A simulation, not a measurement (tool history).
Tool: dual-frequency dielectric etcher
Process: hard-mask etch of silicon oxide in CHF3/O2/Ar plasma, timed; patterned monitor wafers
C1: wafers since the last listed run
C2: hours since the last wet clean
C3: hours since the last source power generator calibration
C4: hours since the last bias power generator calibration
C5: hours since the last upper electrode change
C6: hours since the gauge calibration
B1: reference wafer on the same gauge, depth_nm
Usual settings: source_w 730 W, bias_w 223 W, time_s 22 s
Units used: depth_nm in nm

{"run": 1, "hour": 0.0, "source_w": 730, "bias_w": 223, "time_s": 22, "C1": 0, "C2": 323.4, "C3": 1392.2, "C4": 4430.1, "C5": 3166.8, "C6": 346.2, "B1": 49.5, "depth_nm": 51.9}
{"hour": 2.4, "done": "gauge calibrated"}
{"run": 2, "hour": 10.4, "source_w": 730, "bias_w": 223, "time_s": 22, "C1": 98, "C2": 333.8, "C3": 1402.6, "C4": 4440.5, "C5": 3177.2, "C6": 8, "B1": 49.5, "depth_nm": 51.7}
{"run": 3, "hour": 20.7, "source_w": 730, "bias_w": 223, "time_s": 22, "C1": 97, "C2": 344.1, "C3": 1412.9, "C4": 4450.8, "C5": 3187.5, "C6": 18.3, "B1": 49.5, "depth_nm": 51.9}
{"run": 4, "hour": 26.7, "source_w": 730, "bias_w": 223, "time_s": 22, "C1": 56, "C2": 350.1, "C3": 1418.9, "C4": 4456.8, "C5": 3193.5, "C6": 24.3, "B1": 49.4, "depth_nm": 51.5}
{"run": 5, "hour": 34.6, "source_w": 730, "bias_w": 223, "time_s": 22, "C1": 74, "C2": 358, "C3": 1426.8, "C4": 4464.7, "C5": 3201.4, "C6": 32.2, "B1": 49.5, "depth_nm": 51.8}
{"hour": 46.6, "done": "bias power generator calibrated"}
{"run": 6, "hour": 47.1, "source_w": 730, "bias_w": 223, "time_s": 22, "C1": 80, "C2": 370.5, "C3": 1439.3, "C4": 0.5, "C5": 3213.9, "C6": 44.7, "B1": 49.4, "depth_nm": 51.3}
{"hour": 72.0, "done": "wet clean of the chamber"}
{"run": 7, "hour": 72.5, "source_w": 730, "bias_w": 223, "time_s": 22, "C1": 13, "C2": 0.5, "C3": 1464.7, "C4": 25.9, "C5": 3239.3, "C6": 70.1, "B1": 49.5, "depth_nm": 51.6}
{"run": 8, "hour": 74.9, "source_w": 730, "bias_w": 223, "time_s": 22, "C1": 22, "C2": 2.9, "C3": 1467.1, "C4": 28.3, "C5": 3241.7, "C6": 72.5, "B1": 49.4, "depth_nm": 51.8}
{"run": 9, "hour": 81.7, "source_w": 910, "bias_w": 223, "time_s": 28.5, "C1": 64, "C2": 9.7, "C3": 1473.9, "C4": 35.1, "C5": 3248.5, "C6": 79.3, "B1": 49.5, "depth_nm": 71.1}
{"run": 10, "hour": 90.0, "source_w": 730, "bias_w": 223, "time_s": 22, "C1": 78, "C2": 18, "C3": 1482.2, "C4": 43.4, "C5": 3256.8, "C6": 87.6, "B1": 49.5, "depth_nm": 51.1}
{"run": 11, "hour": 107.3, "source_w": 830, "bias_w": 203, "time_s": 22, "C1": 164, "C2": 35.3, "C3": 1499.5, "C4": 60.7, "C5": 3274.1, "C6": 104.9, "B1": 49.5, "depth_nm": 51.3}
{"run": 12, "hour": 119.2, "source_w": 730, "bias_w": 223, "time_s": 22, "C1": 112, "C2": 47.2, "C3": 1511.4, "C4": 72.6, "C5": 3286, "C6": 116.8, "B1": 49.6, "depth_nm": 51.4}
{"run": 13, "hour": 127.3, "source_w": 880, "bias_w": 208, "time_s": 17.5, "C1": 76, "C2": 55.3, "C3": 1519.5, "C4": 80.7, "C5": 3294.1, "C6": 124.9, "B1": 49.5, "depth_nm": 42.4}
{"run": 14, "hour": 136.6, "source_w": 560, "bias_w": 223, "time_s": 17.5, "C1": 88, "C2": 64.6, "C3": 1528.8, "C4": 90, "C5": 3303.4, "C6": 134.2, "B1": 49.4, "depth_nm": 37.9}
{"run": 15, "hour": 151.0, "source_w": 730, "bias_w": 186, "time_s": 22, "C1": 136, "C2": 79, "C3": 1543.2, "C4": 104.4, "C5": 3317.8, "C6": 148.6, "B1": 49.5, "depth_nm": 47.5}
{"hour": 155.1, "done": "source power generator calibrated"}
{"run": 16, "hour": 158.0, "source_w": 820, "bias_w": 273, "time_s": 17.5, "C1": 28, "C2": 86, "C3": 2.9, "C4": 111.4, "C5": 3324.8, "C6": 155.6, "B1": 49.5, "depth_nm": 46.1}
{"run": 17, "hour": 164.3, "source_w": 730, "bias_w": 256, "time_s": 22, "C1": 59, "C2": 92.3, "C3": 9.2, "C4": 117.7, "C5": 3331.1, "C6": 161.9, "B1": 49.5, "depth_nm": 54.6}
{"run": 18, "hour": 176.4, "source_w": 730, "bias_w": 223, "time_s": 22, "C1": 114, "C2": 104.4, "C3": 21.3, "C4": 129.8, "C5": 3343.2, "C6": 174, "B1": 49.4, "depth_nm": 52}
{"run": 19, "hour": 189.2, "source_w": 730, "bias_w": 267, "time_s": 22, "C1": 121, "C2": 117.2, "C3": 34.1, "C4": 142.6, "C5": 3356, "C6": 186.8, "B1": 49.4, "depth_nm": 54.9}
{"hour": 213.3, "done": "upper electrode replaced"}
{"run": 20, "hour": 213.8, "source_w": 820, "bias_w": 205, "time_s": 22, "C1": 5, "C2": 141.8, "C3": 58.7, "C4": 167.2, "C5": 0.5, "C6": 211.4, "B1": 49.6, "depth_nm": 51.4}
{"run": 21, "hour": 218.2, "source_w": 730, "bias_w": 223, "time_s": 22, "C1": 41, "C2": 146.2, "C3": 63.1, "C4": 171.6, "C5": 4.9, "C6": 215.8, "B1": 49.6, "depth_nm": 51.5}
{"run": 22, "hour": 240.9, "source_w": 880, "bias_w": 223, "time_s": 25.5, "C1": 215, "C2": 168.9, "C3": 85.8, "C4": 194.3, "C5": 27.6, "C6": 238.5, "B1": 49.5, "depth_nm": 63}
{"run": 23, "hour": 253.9, "source_w": 610, "bias_w": 223, "time_s": 18, "C1": 123, "C2": 181.9, "C3": 98.8, "C4": 207.3, "C5": 40.6, "C6": 251.5, "B1": 49.6, "depth_nm": 40}
{"run": 24, "hour": 270.3, "source_w": 730, "bias_w": 177, "time_s": 22, "C1": 155, "C2": 198.3, "C3": 115.2, "C4": 223.7, "C5": 57, "C6": 267.9, "B1": 49.5, "depth_nm": 46.7}
{"run": 25, "hour": 284.8, "source_w": 860, "bias_w": 177, "time_s": 28, "C1": 137, "C2": 212.8, "C3": 129.7, "C4": 238.2, "C5": 71.5, "C6": 282.4, "B1": 49.4, "depth_nm": 63.2}
{"run": 26, "hour": 293.5, "source_w": 680, "bias_w": 196, "time_s": 17.5, "C1": 82, "C2": 221.5, "C3": 138.4, "C4": 246.9, "C5": 80.2, "C6": 291.1, "B1": 49.5, "depth_nm": 38}
{"run": 27, "hour": 302.0, "source_w": 780, "bias_w": 196, "time_s": 25, "C1": 80, "C2": 230, "C3": 146.9, "C4": 255.4, "C5": 88.7, "C6": 299.6, "B1": 49.5, "depth_nm": 56.8}
{"run": 28, "hour": 310.1, "source_w": 730, "bias_w": 223, "time_s": 22, "C1": 76, "C2": 238.1, "C3": 155, "C4": 263.5, "C5": 96.8, "C6": 307.7, "B1": 49.4, "depth_nm": 52}
{"hour": 319.1, "done": "gauge calibrated"}
{"run": 29, "hour": 326.0, "source_w": 780, "bias_w": 170, "time_s": 18.5, "C1": 150, "C2": 254, "C3": 170.9, "C4": 279.4, "C5": 112.7, "C6": 6.9, "B1": 49.6, "depth_nm": 39.7}
{"run": 30, "hour": 335.5, "source_w": 730, "bias_w": 223, "time_s": 17.5, "C1": 90, "C2": 263.5, "C3": 180.4, "C4": 288.9, "C5": 122.2, "C6": 16.4, "B1": 49.5, "depth_nm": 40.6}

Consider 4 possible next runs. They are alternatives, not a sequence: every one starts from the tool as it was left by run 30. What does each give?
{"run": "A", "hour": 335.9, "source_w": 730, "bias_w": 223, "time_s": 22, "C1": 3, "C2": 263.9, "C3": 180.8, "C4": 289.3, "C5": 122.6, "C6": 16.8, "B1": "?", "depth_nm": "?"}
{"run": "B", "hour": 335.9, "source_w": 550, "bias_w": 186, "time_s": 26, "C1": 3, "C2": 263.9, "C3": 180.8, "C4": 289.3, "C5": 122.6, "C6": 16.8, "B1": "?", "depth_nm": "?"}
{"run": "C", "hour": 335.9, "source_w": 730, "bias_w": 237, "time_s": 22, "C1": 3, "C2": 263.9, "C3": 180.8, "C4": 289.3, "C5": 122.6, "C6": 16.8, "B1": "?", "depth_nm": "?"}
{"run": "D", "hour": 335.9, "source_w": 730, "bias_w": 181, "time_s": 15.5, "C1": 3, "C2": 263.9, "C3": 180.8, "C4": 289.3, "C5": 122.6, "C6": 16.8, "B1": "?", "depth_nm": "?"}

run=A B1=49.4 depth_nm=51.8
run=B B1=49.4 depth_nm=52.3
run=C B1=49.4 depth_nm=53.1
run=D B1=49.4 depth_nm=33.5
The same runs, with their run-to-run variation unchanged, on a tool lacking any hidden condition would have given:
run=A depth_nm=51.8
run=B depth_nm=52.3
run=C depth_nm=53.1
run=D depth_nm=33.5
